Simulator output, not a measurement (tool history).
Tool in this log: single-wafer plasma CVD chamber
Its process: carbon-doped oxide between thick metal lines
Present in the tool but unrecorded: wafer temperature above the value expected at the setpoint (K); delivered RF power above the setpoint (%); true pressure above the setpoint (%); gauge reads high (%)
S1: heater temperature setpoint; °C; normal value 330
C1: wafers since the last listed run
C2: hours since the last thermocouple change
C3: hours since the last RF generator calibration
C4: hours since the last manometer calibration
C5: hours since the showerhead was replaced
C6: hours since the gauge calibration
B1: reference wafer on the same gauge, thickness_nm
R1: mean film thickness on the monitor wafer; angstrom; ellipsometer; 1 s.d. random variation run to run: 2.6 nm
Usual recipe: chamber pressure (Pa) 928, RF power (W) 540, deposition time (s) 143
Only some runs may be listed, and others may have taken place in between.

run 1 hour=0.0 | S1=330 chamber_pressure_(Pa)=928 RF_power_(W)=540 deposition_time_(s)=143 | C1=0 C2=675.3 C3=774.0 C4=208.2 C5=4774.8 C6=586.6 | B1=813.807 | R1=7978.19
-- hour=46.9 RF generator calibrated
run 2 hour=47.4 | S1=330 chamber_pressure_(Pa)=928 RF_power_(W)=540 deposition_time_(s)=143 | C1=621 C2=722.7 C3=0.5 C4=255.6 C5=4822.2 C6=634.0 | B1=814.376 | R1=8103.44
run 3 hour=89.2 | S1=333 chamber_pressure_(Pa)=928 RF_power_(W)=540 deposition_time_(s)=143 | C1=659 C2=764.5 C3=42.3 C4=297.4 C5=4864.0 C6=675.8 | B1=814.406 | R1=8008.26
run 4 hour=137.3 | S1=333 chamber_pressure_(Pa)=928 RF_power_(W)=540 deposition_time_(s)=143 | C1=759 C2=812.6 C3=90.4 C4=345.5 C5=4912.1 C6=723.9 | B1=813.735 | R1=7972.68
run 5 hour=166.0 | S1=336 chamber_pressure_(Pa)=928 RF_power_(W)=540 deposition_time_(s)=143 | C1=452 C2=841.3 C3=119.1 C4=374.2 C5=4940.8 C6=752.6 | B1=814.972 | R1=7927.06
run 6 hour=202.2 | S1=330 chamber_pressure_(Pa)=928 RF_power_(W)=540 deposition_time_(s)=143 | C1=571 C2=877.5 C3=155.3 C4=410.4 C5=4977.0 C6=788.8 | B1=814.991 | R1=8108.79
run 7 hour=241.0 | S1=330 chamber_pressure_(Pa)=928 RF_power_(W)=540 deposition_time_(s)=143 | C1=612 C2=916.3 C3=194.1 C4=449.2 C5=5015.8 C6=827.6 | B1=814.747 | R1=8095.80
run 8 hour=403.2 | S1=327 chamber_pressure_(Pa)=928 RF_power_(W)=540 deposition_time_(s)=143 | C1=2559 C2=1078.5 C3=356.3 C4=611.4 C5=5178.0 C6=989.8 | B1=814.974 | R1=8063.15
run 9 hour=462.1 | S1=330 chamber_pressure_(Pa)=928 RF_power_(W)=540 deposition_time_(s)=143 | C1=929 C2=1137.4 C3=415.2 C4=670.3 C5=5236.9 C6=1048.7 | B1=814.692 | R1=8007.14
run 10 hour=512.4 | S1=330 chamber_pressure_(Pa)=928 RF_power_(W)=540 deposition_time_(s)=143 | C1=793 C2=1187.7 C3=465.5 C4=720.6 C5=5287.2 C6=1099.0 | B1=814.483 | R1=7975.26
run 11 hour=576.4 | S1=330 chamber_pressure_(Pa)=928 RF_power_(W)=505 deposition_time_(s)=159 | C1=1009 C2=1251.7 C3=529.5 C4=784.6 C5=5351.2 C6=1163.0 | B1=814.747 | R1=8279.23
run 12 hour=623.3 | S1=345 chamber_pressure_(Pa)=717 RF_power_(W)=635 deposition_time_(s)=157 | C1=740 C2=1298.6 C3=576.4 C4=831.5 C5=5398.1 C6=1209.9 | B1=815.891 | R1=9419.79
run 13 hour=649.9 | S1=330 chamber_pressure_(Pa)=928 RF_power_(W)=540 deposition_time_(s)=143 | C1=419 C2=1325.2 C3=603.0 C4=858.1 C5=5424.7 C6=1236.5 | B1=814.591 | R1=7919.91
-- hour=670.1 gauge calibrated
-- hour=685.1 thermocouple changed; heater temperature recalibrated
run 14 hour=720.6 | S1=330 chamber_pressure_(Pa)=928 RF_power_(W)=495 deposition_time_(s)=143 | C1=989 C2=35.5 C3=673.7 C4=928.8 C5=5495.4 C6=50.5 | B1=814.438 | R1=7398.24
run 15 hour=748.8 | S1=330 chamber_pressure_(Pa)=928 RF_power_(W)=445 deposition_time_(s)=143 | C1=445 C2=63.7 C3=701.9 C4=957.0 C5=5523.6 C6=78.7 | B1=815.506 | R1=6453.96
-- hour=771.3 RF generator calibrated
run 16 hour=779.6 | S1=317 chamber_pressure_(Pa)=928 RF_power_(W)=540 deposition_time_(s)=143 | C1=359 C2=94.5 C3=8.3 C4=987.8 C5=5554.4 C6=109.5 | B1=815.677 | R1=8593.90
run 17 hour=848.3 | S1=330 chamber_pressure_(Pa)=928 RF_power_(W)=540 deposition_time_(s)=143 | C1=1084 C2=163.2 C3=77.0 C4=1056.5 C5=5623.1 C6=178.2 | B1=815.004 | R1=8150.70
run 18 hour=912.0 | S1=330 chamber_pressure_(Pa)=928 RF_power_(W)=540 deposition_time_(s)=143 | C1=1005 C2=226.9 C3=140.7 C4=1120.2 C5=5686.8 C6=241.9 | B1=815.423 | R1=8164.66
run 19 hour=952.7 | S1=317 chamber_pressure_(Pa)=1031 RF_power_(W)=595 deposition_time_(s)=124 | C1=642 C2=267.6 C3=181.4 C4=1160.9 C5=5727.5 C6=282.6 | B1=815.232 | R1=8074.25
run 20 hour=1012.9 | S1=341 chamber_pressure_(Pa)=1051 RF_power_(W)=495 deposition_time_(s)=164 | C1=949 C2=327.8 C3=241.6 C4=1221.1 C5=5787.7 C6=342.8 | B1=813.932 | R1=8268.61
-- hour=1069.1 showerhead replaced
run 21 hour=1081.4 | S1=330 chamber_pressure_(Pa)=928 RF_power_(W)=460 deposition_time_(s)=127 | C1=954 C2=396.3 C3=310.1 C4=1289.6 C5=12.3 C6=411.3 | B1=814.413 | R1=6007.24
-- hour=1093.2 capacitance manometer re-zeroed and calibrated
run 22 hour=1126.9 | S1=330 chamber_pressure_(Pa)=753 RF_power_(W)=540 deposition_time_(s)=119 | C1=591 C2=441.8 C3=355.6 C4=33.7 C5=57.8 C6=456.8 | B1=814.759 | R1=6549.69
run 23 hour=1180.8 | S1=316 chamber_pressure_(Pa)=928 RF_power_(W)=540 deposition_time_(s)=171 | C1=850 C2=495.7 C3=409.5 C4=87.6 C5=111.7 C6=510.7 | B1=815.242 | R1=10015.98

Predict the results of run 24:
run 24 hour=1375.4 | S1=330 chamber_pressure_(Pa)=928 RF_power_(W)=515 deposition_time_(s)=121 | C1=3070 C2=690.3 C3=604.1 C4=282.2 C5=306.3 C6=705.3 | B1=? | R1=?

B1: 814.312
R1: 6436.19 angstrom
Had the tool carried no hidden state, the very same run would have given R1 6652.23 angstrom.
